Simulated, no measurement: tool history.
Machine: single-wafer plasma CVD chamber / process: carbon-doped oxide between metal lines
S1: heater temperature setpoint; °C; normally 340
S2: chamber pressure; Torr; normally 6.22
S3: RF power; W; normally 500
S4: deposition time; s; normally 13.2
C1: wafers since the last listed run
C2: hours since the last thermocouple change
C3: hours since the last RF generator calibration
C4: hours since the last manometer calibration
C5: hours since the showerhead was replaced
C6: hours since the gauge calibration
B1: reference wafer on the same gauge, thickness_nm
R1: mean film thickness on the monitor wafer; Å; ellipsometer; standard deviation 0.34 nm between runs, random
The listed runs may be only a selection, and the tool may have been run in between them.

Run 1, hour 0.0: usual settings but S4 14.7 s; C1 0; C2 1627.9; C3 887.6; C4 1306.4; C5 5918.8; C6 57.5; B1 92.652. Result: R1 891.46 Å.
Run 2, hour 80.9: usual settings but S4 14.7 s; C1 2434; C2 1708.8; C3 968.5; C4 1387.3; C5 5999.7; C6 138.4; B1 92.724. Result: R1 889.41 Å.
Run 3, hour 178.9: usual settings; C1 2949; C2 1806.8; C3 1066.5; C4 1485.3; C5 6097.7; C6 236.4; B1 92.713. Result: R1 799.54 Å.
Run 4, hour 275.4: usual settings; C1 2904; C2 1903.3; C3 1163.0; C4 1581.8; C5 6194.2; C6 332.9; B1 92.721. Result: R1 799.42 Å.
Run 5, hour 374.8: usual settings; C1 2991; C2 2002.7; C3 1262.4; C4 1681.2; C5 6293.6; C6 432.3; B1 92.644. Result: R1 810.91 Å.
Run 6, hour 446.8: usual settings; C1 2166; C2 2074.7; C3 1334.4; C4 1753.2; C5 6365.6; C6 504.3; B1 92.729. Result: R1 798.32 Å.
Run 7, hour 510.4: usual settings; C1 1914; C2 2138.3; C3 1398.0; C4 1816.8; C5 6429.2; C6 567.9; B1 92.609. Result: R1 805.50 Å.
Run 8, hour 586.6: usual settings; C1 2293; C2 2214.5; C3 1474.2; C4 1893.0; C5 6505.4; C6 644.1; B1 92.605. Result: R1 802.17 Å.
At hour 601.8: capacitance manometer re-zeroed and calibrated.
Run 9, hour 668.8: usual settings; C1 2233; C2 2296.7; C3 1556.4; C4 67.0; C5 6587.6; C6 726.3; B1 92.683. Result: R1 805.27 Å.
Run 10, hour 750.1: usual settings; C1 2446; C2 2378.0; C3 1637.7; C4 148.3; C5 6668.9; C6 807.6; B1 92.801. Result: R1 802.82 Å.
Run 11, hour 797.8: usual settings; C1 1435; C2 2425.7; C3 1685.4; C4 196.0; C5 6716.6; C6 855.3; B1 92.754. Result: R1 808.86 Å.
Run 12, hour 841.9: usual settings; C1 1327; C2 2469.8; C3 1729.5; C4 240.1; C5 6760.7; C6 899.4; B1 92.717. Result: R1 796.63 Å.
At hour 874.5: showerhead replaced.
Run 13, hour 907.7: usual settings; C1 1739; C2 2535.6; C3 1795.3; C4 305.9; C5 33.2; C6 965.2; B1 92.674. Result: R1 795.51 Å.
At hour 1001.1: RF generator calibrated.
Run 14, hour 1001.6: usual settings but S3 550 W; C1 2585; C2 2629.5; C3 0.5; C4 399.8; C5 127.1; C6 1059.1; B1 92.642. Result: R1 847.97 Å.
Run 15, hour 1076.1: usual settings but S1 354 °C; C1 2242; C2 2704.0; C3 75.0; C4 474.3; C5 201.6; C6 1133.6; B1 92.726. Result: R1 773.25 Å.
At hour 1142.3: gauge calibrated.
Run 16, hour 1144.1: usual settings but S1 352 °C, S2 5.42 Torr; C1 2046; C2 2772.0; C3 143.0; C4 542.3; C5 269.6; C6 1.8; B1 92.741. Result: R1 752.71 Å.
Run 17, hour 1222.9: usual settings; C1 2371; C2 2850.8; C3 221.8; C4 621.1; C5 348.4; C6 80.6; B1 92.705. Result: R1 803.81 Å.
Run 18, hour 1322.0: usual settings; C1 2982; C2 2949.9; C3 320.9; C4 720.2; C5 447.5; C6 179.7; B1 92.703. Result: R1 798.95 Å.
At hour 1391.2: thermocouple changed; heater temperature recalibrated.
Run 19, hour 1424.0: usual settings; C1 2828; C2 32.8; C3 422.9; C4 822.2; C5 549.5; C6 281.7; B1 92.651. Result: R1 799.87 Å.
Run 20, hour 1531.6: usual settings; C1 3238; C2 140.4; C3 530.5; C4 929.8; C5 657.1; C6 389.3; B1 92.624. Result: R1 795.67 Å.
Run 21, hour 1627.5: usual settings but S1 349 °C, S2 5.38 Torr, S4 11.1 s; C1 2886; C2 236.3; C3 626.4; C4 1025.7; C5 753.0; C6 485.2; B1 92.726. Result: R1 640.65 Å.
Run 22, hour 1722.6: usual settings but S4 11.1 s; C1 2862; C2 331.4; C3 721.5; C4 1120.8; C5 848.1; C6 580.3; B1 92.684. Result: R1 679.25 Å.
Run 23, hour 1789.2: usual settings but S2 5.59 Torr, S3 450 W; C1 2004; C2 398.0; C3 788.1; C4 1187.4; C5 914.7; C6 646.9; B1 92.743. Result: R1 737.65 Å.
Run 24, hour 1865.3: usual settings but S3 420 W; C1 2290; C2 474.1; C3 864.2; C4 1263.5; C5 990.8; C6 723.0; B1 92.725. Result: R1 723.68 Å.

List, for all runs, the conditions of the tool that the log does not record:
wafer temperature above the value expected at the setpoint (K): 0 in every run
delivered RF power above the setpoint (%): 0 in every run
true pressure above the setpoint (%): 0 in every run
gauge reads high (%): 0 in every run
